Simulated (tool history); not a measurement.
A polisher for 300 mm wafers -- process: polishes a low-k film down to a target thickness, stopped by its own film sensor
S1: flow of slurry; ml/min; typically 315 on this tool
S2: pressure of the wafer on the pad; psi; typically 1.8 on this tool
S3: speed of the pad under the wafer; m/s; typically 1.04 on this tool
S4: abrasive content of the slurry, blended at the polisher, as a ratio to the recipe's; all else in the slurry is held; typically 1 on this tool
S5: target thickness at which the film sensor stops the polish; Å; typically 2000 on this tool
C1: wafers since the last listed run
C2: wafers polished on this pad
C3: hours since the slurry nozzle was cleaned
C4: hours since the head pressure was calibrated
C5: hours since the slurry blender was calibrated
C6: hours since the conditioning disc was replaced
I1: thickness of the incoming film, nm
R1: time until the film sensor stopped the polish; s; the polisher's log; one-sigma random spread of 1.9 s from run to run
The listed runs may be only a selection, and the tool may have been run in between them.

Run 1, hour 0: usual settings but S2 2.2 psi, S3 0.8 m/s; C1 0; C2 330; C3 108.4; C4 1313.2; C5 35.1; C6 427.9; I1 243.9. Result: R1 151.1 s.
At hour 28.4: conditioning disc replaced and pad reconditioned.
Run 2, hour 32.8: usual settings but S2 2.2 psi, S3 0.78 m/s; C1 255; C2 586; C3 141.2; C4 1346; C5 67.9; C6 4.4; I1 241.7. Result: R1 110.7 s.
Run 3, hour 57.8: usual settings but S3 1.22 m/s; C1 207; C2 793; C3 166.2; C4 1371; C5 92.9; C6 29.4; I1 245.2. Result: R1 105.6 s.
Run 4, hour 76.6: usual settings but S3 1.22 m/s; C1 155; C2 949; C3 185; C4 1389.8; C5 111.7; C6 48.2; I1 235.5. Result: R1 85.8 s.
At hour 83.3: slurry nozzle cleaned.
At hour 101.5: head pressure recalibrated.
Run 5, hour 102: usual settings but S3 1.22 m/s; C1 185; C2 1134; C3 18.7; C4 0.5; C5 137.1; C6 73.6; I1 239.9. Result: R1 97.8 s.
Run 6, hour 113: usual settings; C1 91; C2 1226; C3 29.7; C4 11.5; C5 148.1; C6 84.6; I1 236.9. Result: R1 105.3 s.
Run 7, hour 136.8: usual settings but S5 1930 Å; C1 197; C2 1423; C3 53.5; C4 35.3; C5 171.9; C6 108.4; I1 235.7. Result: R1 122.7 s.
At hour 156.4: worn pad replaced by a new one.
Run 8, hour 167.7: usual settings but S1 410 ml/min, S2 2.2 psi, S4 1.2; C1 222; C2 93; C3 84.4; C4 66.2; C5 202.8; C6 139.3; I1 242.1. Result: R1 83.6 s.
Run 9, hour 197.3: usual settings but S1 380 ml/min, S2 1.6 psi, S4 0.8, S5 2050 Å; C1 245; C2 339; C3 114; C4 95.8; C5 232.4; C6 168.9; I1 241.8. Result: R1 114.6 s.
Run 10, hour 230.5: usual settings; C1 275; C2 614; C3 147.2; C4 129; C5 265.6; C6 202.1; I1 240.1. Result: R1 109.8 s.
Run 11, hour 261.9: usual settings but S1 350 ml/min, S2 1.4 psi, S4 0.9, S5 1890 Å; C1 260; C2 874; C3 178.6; C4 160.4; C5 297; C6 233.5; I1 242. Result: R1 174.9 s.
At hour 296.1: slurry nozzle cleaned.
Run 12, hour 296.4: usual settings but S2 1.3 psi, S3 1.36 m/s, S5 2070 Å; C1 277; C2 1152; C3 0.3; C4 194.9; C5 331.5; C6 268; I1 240.5. Result: R1 101.8 s.
At hour 328.7: slurry blender recalibrated.
Run 13, hour 332.4: usual settings but S1 415 ml/min, S3 1.26 m/s, S4 1.1; C1 281; C2 1433; C3 36.3; C4 230.9; C5 3.7; C6 304; I1 240. Result: R1 109.3 s.
Run 14, hour 346.4: usual settings but S3 0.72 m/s; C1 116; C2 1550; C3 50.3; C4 244.9; C5 17.7; C6 318; I1 236.5. Result: R1 142.5 s.
At hour 359.2: worn pad replaced by a new one.
Run 15, hour 373.1: usual settings but S1 285 ml/min, S3 1.38 m/s; C1 188; C2 115; C3 77; C4 271.6; C5 44.4; C6 344.7; I1 241.6. Result: R1 108.4 s.
Run 16, hour 401.8: usual settings but S1 210 ml/min, S3 1.22 m/s, S4 1.1, S5 1880 Å; C1 237; C2 353; C3 105.7; C4 300.3; C5 73.1; C6 373.4; I1 243.1. Result: R1 163.2 s.
Run 17, hour 415.9: usual settings but S2 1.4 psi, S3 0.82 m/s, S4 0.75, S5 2130 Å; C1 116; C2 470; C3 119.8; C4 314.4; C5 87.2; C6 387.5; I1 236.2. Result: R1 111.2 s.
At hour 420.6: conditioning disc replaced and pad reconditioned.
Run 18, hour 429.1: usual settings but S1 275 ml/min, S5 1880 Å; C1 92; C2 563; C3 133; C4 327.6; C5 100.4; C6 8.5; I1 241.1. Result: R1 134.8 s.
Run 19, hour 464.5: usual settings but S1 215 ml/min, S4 0.9; C1 293; C2 856; C3 168.4; C4 363; C5 135.8; C6 43.9; I1 237.8. Result: R1 107.6 s.
At hour 491.9: slurry nozzle cleaned.
Run 20, hour 492.4: usual settings but S3 0.86 m/s, S4 0.7; C1 222; C2 1079; C3 0.5; C4 390.9; C5 163.7; C6 71.8; I1 240.4. Result: R1 147 s.
At hour 542.1: worn pad replaced by a new one.
Run 21, hour 592.3: usual settings but S2 2 psi, S3 0.86 m/s, S4 0.75, S5 2130 Å; C1 794; C2 416; C3 100.4; C4 490.8; C5 263.6; C6 171.7; I1 239.9. Result: R1 89.6 s.
Run 22, hour 622.3: usual settings but S3 0.86 m/s, S4 0.7; C1 248; C2 665; C3 130.4; C4 520.8; C5 293.6; C6 201.7; I1 241. Result: R1 155 s.
Run 23, hour 640.9: usual settings; C1 154; C2 819; C3 149; C4 539.4; C5 312.2; C6 220.3; I1 239.3. Result: R1 113.1 s.
Run 24, hour 657.2: usual settings; C1 135; C2 954; C3 165.3; C4 555.7; C5 328.5; C6 236.6; I1 241.2. Result: R1 121.9 s.

What if the next run were any one of these 5? Each begins from the tool's condition after run 24:
Run A, hour 657.7: usual settings; C1 4; C2 958; C3 165.8; C4 556.2; C5 329; C6 237.1; I1 243.2. Result: R1 ?.
Run B, hour 657.7: usual settings but S1 210 ml/min; C1 4; C2 958; C3 165.8; C4 556.2; C5 329; C6 237.1; I1 243.2. Result: R1 ?.
Run C, hour 657.7: usual settings but S4 0.9; C1 4; C2 958; C3 165.8; C4 556.2; C5 329; C6 237.1; I1 243.2. Result: R1 ?.
Run D, hour 657.7: usual settings but S1 205 ml/min, S4 1.25; C1 4; C2 958; C3 165.8; C4 556.2; C5 329; C6 237.1; I1 243.2. Result: R1 ?.
Run E, hour 657.7: usual settings but S5 1940 Å; C1 4; C2 958; C3 165.8; C4 556.2; C5 329; C6 237.1; I1 243.2. Result: R1 ?.

run     R1
  A  126.3
  B  132.7
  C  132.3
  D  121.5
  E  143.8
With no hidden state in the tool, these same runs would have given:
run     R1
  A  101.7
  B  106.8
  C  106.6
  D   97.9
  E  115.8

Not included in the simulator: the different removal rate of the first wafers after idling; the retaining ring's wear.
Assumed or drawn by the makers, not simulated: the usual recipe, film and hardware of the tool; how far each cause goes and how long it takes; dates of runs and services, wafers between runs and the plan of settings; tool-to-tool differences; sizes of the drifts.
